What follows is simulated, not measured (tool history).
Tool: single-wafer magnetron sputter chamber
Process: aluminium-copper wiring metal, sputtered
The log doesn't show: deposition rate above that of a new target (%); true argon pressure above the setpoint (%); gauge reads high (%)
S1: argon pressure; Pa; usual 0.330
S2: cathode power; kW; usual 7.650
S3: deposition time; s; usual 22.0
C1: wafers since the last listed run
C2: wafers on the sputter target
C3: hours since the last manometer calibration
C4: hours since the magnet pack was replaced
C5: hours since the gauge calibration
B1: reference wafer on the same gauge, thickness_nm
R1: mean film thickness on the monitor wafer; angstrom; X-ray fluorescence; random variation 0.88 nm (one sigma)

run    hour     S1     S2    S3    C1    C2     C3      C4      C5       B1       R1
  1     0.0  0.330  7.650  22.0     0  2180  859.8  4993.8   445.2  368.061  3160.21
       51.2  -- capacitance manometer re-zeroed and calibrated
  2    51.9  0.287  7.650  25.3  1084  3265    0.7  5045.7   497.1  367.817  3656.71
  3    98.3  0.431  7.650  22.0  1146  4411   47.1  5092.1   543.5  367.975  2980.89
      219.3  -- sputter target and shields replaced
  4   219.8  0.431  7.650  22.0  2805    12  168.6  5213.6   665.0  368.004  2982.83
  5   256.9  0.363  7.650  20.8   916   929  205.7  5250.7   702.1  368.145  2927.16
  6   337.2  0.330  7.650  22.0  1984  2914  286.0  5331.0   782.4  367.978  3137.57
  7   402.7  0.330  7.650  22.0  1618  4532  351.5  5396.5   847.9  368.200  3142.24
  8   476.8  0.330  7.650  22.0  1831  6364  425.6  5470.6   922.0  368.090  3156.41
  9   516.7  0.330  7.650  22.0   986  7350  465.5  5510.5   961.9  367.843  3158.28
      530.1  -- sputter target and shields replaced
      543.6  -- gauge calibrated
 10   553.4  0.330  7.650  22.0   709   576  502.2  5547.2     9.8  368.211  3146.46
 11   615.6  0.330  7.650  22.0  1537  2114  564.4  5609.4    72.0  367.740  3127.95
 12   681.9  0.330  7.650  22.0  1638  3752  630.7  5675.7   138.3  368.008  3154.13
 13   739.3  0.287  7.650  25.3  1418  5171  688.1  5733.1   195.7  367.808  3696.69
 14   796.7  0.330  9.450  22.0  1418  6589  745.5  5790.5   253.1  367.640  3773.57
      869.1  -- sputter target and shields replaced
      871.1  -- magnet pack replaced, of another model than before
 15   871.6  0.330  7.650  26.0  1604    12  820.4     0.5   328.0  368.170  3701.35
 16   919.0  0.330  7.650  22.0  1171  1184  867.8    47.9   375.4  367.962  3137.86
      929.8  -- capacitance manometer re-zeroed and calibrated
 17  1000.1  0.330  9.350  22.0  1806  2990   70.3   129.0   456.5  367.976  3720.22
 18  1049.5  0.330  7.650  20.4  1220  4211  119.7   178.4   505.9  368.007  2900.24
 19  1156.3  0.330  7.650  20.4  2639  6851  226.5   285.2   612.7  367.879  2918.12
     1174.6  -- sputter target and shields replaced
 20  1240.1  0.431  7.650  22.0  1873  1619  310.3   369.0   696.5  368.037  3032.00
 21  1401.6  0.330  9.150  19.1  3991  5611  471.8   530.5   858.0  368.018  3174.93
     1472.0  -- sputter target and shields replaced
 22  1476.7  0.208  9.500  22.0  1658   116  546.9   605.6   933.1  368.026  3938.59
 23  1529.9  0.330  7.650  22.0  1314  1431  600.1   658.8   986.3  367.993  3146.24
 24  1607.5  0.330  9.000  22.0  1917  3349  677.7   736.4  1063.9  367.962  3608.43
     1698.6  -- gauge calibrated
 25  1711.3  0.330  8.850  18.1  2565  5914  781.5   840.2    12.7  368.167  2922.56

Hidden state or all else? Some run-to-run changes of R1, split into what the settings, what came in and random variation would give without the hidden state, and what is left for the hidden state (with any gauge scatter that isn't in both results):
Run 1 -> 2: S1 0.330 -> 0.287, S3 22.0 -> 25.3, capacitance manometer re-zeroed and calibrated. R1 +496.50 angstrom: hidden state -43.73, all else +540.23.
Run 16 -> 17: S2 7.650 -> 9.350, capacitance manometer re-zeroed and calibrated. R1 +582.36 angstrom: hidden state -18.33, all else +600.69.
Run 17 -> 18: S2 9.350 -> 7.650, S3 22.0 -> 20.4. R1 -819.98 angstrom: hidden state +1.23, all else -821.21.
Run 22 -> 23: S1 0.208 -> 0.330, S2 9.500 -> 7.650. R1 -792.35 angstrom: hidden state +1.41, all else -793.76.

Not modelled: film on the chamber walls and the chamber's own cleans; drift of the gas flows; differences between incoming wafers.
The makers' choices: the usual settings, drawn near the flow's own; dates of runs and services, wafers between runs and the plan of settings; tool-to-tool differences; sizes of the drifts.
